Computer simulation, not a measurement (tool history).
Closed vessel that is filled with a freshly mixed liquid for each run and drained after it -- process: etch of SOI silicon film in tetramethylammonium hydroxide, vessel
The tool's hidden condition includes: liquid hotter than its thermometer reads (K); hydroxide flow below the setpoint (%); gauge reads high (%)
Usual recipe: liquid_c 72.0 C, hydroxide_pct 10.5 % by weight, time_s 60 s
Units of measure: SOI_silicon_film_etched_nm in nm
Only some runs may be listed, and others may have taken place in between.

run    hour  liquid_c  hydroxide_pct  time_s  wafers since the last listed run  hours since the thermometer was replaced  hours since the hydroxide flow meter was replaced  hours since the gauge calibration  read-back film thickness of the SOI silicon film reference wafer, read on the same gauge (nm)  SOI_silicon_film_etched_nm
  1     0.0      69.5           10.5      60                                 0                                     746.6                                               56.7                              557.8                                                                                         130.01                      424.62
  2    74.7      69.5           10.5      60                             10883                                     821.3                                              131.4                              632.5                                                                                         129.99                      417.80
  3   127.4      72.0           10.5      60                              7678                                     874.0                                              184.1                              685.2                                                                                         129.99                      485.12
  4   173.0      72.0           10.5      60                              6643                                     919.6                                              229.7                              730.8                                                                                         129.98                      489.36
  5   277.4      72.0           10.5      60                             15210                                    1024.0                                              334.1                              835.2                                                                                         130.01                      491.64
  6   344.5      72.0            9.0      60                              9776                                    1091.1                                              401.2                              902.3                                                                                         130.00                      517.97
  7   396.8      72.0            9.0      60                              7619                                    1143.4                                              453.5                              954.6                                                                                         129.98                      518.11
  8   483.4      72.0            9.0      60                             12617                                    1230.0                                              540.1                             1041.2                                                                                         130.00                      520.95
  9   548.3      72.0           12.5      50                              9455                                    1294.9                                              605.0                             1106.1                                                                                         130.02                      381.02
 10   634.6      72.0           12.5      50                             12573                                    1381.2                                              691.3                             1192.4                                                                                         129.97                      383.52
 11   698.0      72.0           12.5      50                              9237                                    1444.6                                              754.7                             1255.8                                                                                         130.00                      387.11
 12   769.9      72.0           10.5      60                             10475                                    1516.5                                              826.6                             1327.7                                                                                         129.98                      498.13
 13   860.8      72.0           10.5      60                             13243                                    1607.4                                              917.5                             1418.6                                                                                         130.02                      497.53
      872.9  -- thermometer replaced
 14   928.9      67.0           13.5      60                              9776                                      56.0                                              985.6                             1486.7                                                                                         129.97                      321.02
 15   992.1      72.0           13.5      40                              9207                                     119.2                                             1048.8                             1549.9                                                                                         130.01                      285.77
     1029.9  -- gauge calibrated
 16  1030.3      79.5            8.0      45                              5565                                     157.4                                             1087.0                                0.4                                                                                         130.01                      603.94
 17  1079.5      78.5            8.5      30                              7168                                     206.6                                             1136.2                               49.6                                                                                         130.01                      374.70
 18  1169.8      72.0           10.5      60                             13156                                     296.9                                             1226.5                              139.9                                                                                         130.00                      480.45
 19  1241.7      72.0           12.5      60                             10475                                     368.8                                             1298.4                              211.8                                                                                         130.00                      450.87
 20  1289.4      72.0            8.5      60                              6949                                     416.5                                             1346.1                              259.5                                                                                         130.01                      522.86
 21  1365.2      74.5           11.5      30                             11043                                     492.3                                             1421.9                              335.3                                                                                         129.99                      270.92
     1413.3  -- hydroxide flow meter replaced
 22  1420.6      78.5            8.5      30                              7925                                     547.7                                                7.3                              390.7                                                                                         130.00                      382.10
 23  1541.2      72.0           10.5      60                             17570                                     668.3                                              127.9                              511.3                                                                                         130.03                      486.78
 24  1635.0      67.5           12.0      60                             13666                                     762.1                                              221.7                              605.1                                                                                         130.01                      355.76
 25  1695.6      76.0           12.0      95                              8829                                     822.7                                              282.3                              665.7                                                                                         129.98                      927.41
 26  1779.8      72.0           10.5      60                             12267                                     906.9                                              366.5                              749.9                                                                                         130.00                      489.83
 27  1847.0      79.0            7.5      50                              9790                                     974.1                                              433.7                              817.1                                                                                         129.98                      676.80

Pick out some run-to-run changes in SOI_silicon_film_etched_nm. Of each, how much would a tool without hidden state show as well, from the settings, what came in and chance, and how much is left for the hidden state and any gauge scatter not in both results compared?
Run 13 -> 14: liquid_c 72.0 -> 67.0, hydroxide_pct 10.5 -> 13.5, thermometer replaced. SOI_silicon_film_etched_nm -176.51 nm: hidden state -23.32, all else -153.19.
Run 24 -> 25: liquid_c 67.5 -> 76.0, time_s 60 -> 95. SOI_silicon_film_etched_nm +571.65 nm: hidden state +16.38, all else +555.27.
Run 25 -> 26: liquid_c 76.0 -> 72.0, hydroxide_pct 12.0 -> 10.5, time_s 95 -> 60. SOI_silicon_film_etched_nm -437.58 nm: hidden state -11.02, all else -426.56.

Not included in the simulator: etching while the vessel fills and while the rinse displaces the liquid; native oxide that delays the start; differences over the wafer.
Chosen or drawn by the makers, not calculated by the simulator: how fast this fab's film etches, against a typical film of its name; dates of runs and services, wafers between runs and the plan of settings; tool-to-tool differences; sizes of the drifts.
